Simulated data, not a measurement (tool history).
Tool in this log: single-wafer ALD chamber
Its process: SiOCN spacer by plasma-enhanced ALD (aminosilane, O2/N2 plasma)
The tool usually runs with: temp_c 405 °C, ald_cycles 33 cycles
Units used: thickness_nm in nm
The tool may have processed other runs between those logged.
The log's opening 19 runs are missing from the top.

run    hour  temp_c  ald_cycles  wafers since the last listed run  hours since the last thermocouple change  hours since the gauge calibration  read-back reference wafer on the same gauge, thickness_nm  thickness_nm
 20  1568.1     405          27                               351                                     173.5                             1069.3                                                      2.250         1.596
 21  1639.2     417          28                               477                                     244.6                             1140.4                                                      2.249         1.590
 22  1693.0     397          36                               361                                     298.4                             1194.2                                                      2.248         2.161
 23  1761.0     393          28                               456                                     366.4                             1262.2                                                      2.246         1.688
 24  1821.6     391          39                               406                                     427.0                             1322.8                                                      2.250         2.320
 25  1880.5     420          35                               395                                     485.9                             1381.7                                                      2.254         1.969
     1910.6  -- gauge calibrated
 26  1984.0     399          33                               694                                     589.4                               73.4                                                      2.254         2.001
 27  2037.2     405          33                               357                                     642.6                              126.6                                                      2.250         1.958
 28  2135.2     415          30                               657                                     740.6                              224.6                                                      2.251         1.736
 29  2201.0     401          29                               441                                     806.4                              290.4                                                      2.253         1.737
 30  2245.4     396          33                               298                                     850.8                              334.8                                                      2.252         1.987
 31  2342.3     401          39                               650                                     947.7                              431.7                                                      2.255         2.337
 32  2436.1     405          31                               629                                    1041.5                              525.5                                                      2.251         1.832
 33  2506.0     405          33                               469                                    1111.4                              595.4                                                      2.252         1.955
 34  2549.7     419          37                               293                                    1155.1                              639.1                                                      2.254         2.087

Alternative continuations, all from the tool just after run 34; predict every row:
  A  2550.2     413          33                                 3                                    1155.6                              639.6                                                          ?             ?
  B  2550.2     415          28                                 3                                    1155.6                              639.6                                                          ?             ?
  C  2550.2     415          38                                 3                                    1155.6                              639.6                                                          ?             ?
  D  2550.2     399          37                                 3                                    1155.6                              639.6                                                          ?             ?

run  read-back reference wafer on the same gauge, thickness_nm  thickness_nm
  A                                                      2.248         1.926
  B                                                      2.248         1.625
  C                                                      2.248         2.205
  D                                                      2.248         2.243
Take away the tool's hidden state, keep each run's random variation, and the runs would have read:
run  thickness_nm
  A         1.926
  B         1.625
  C         2.205
  D         2.243
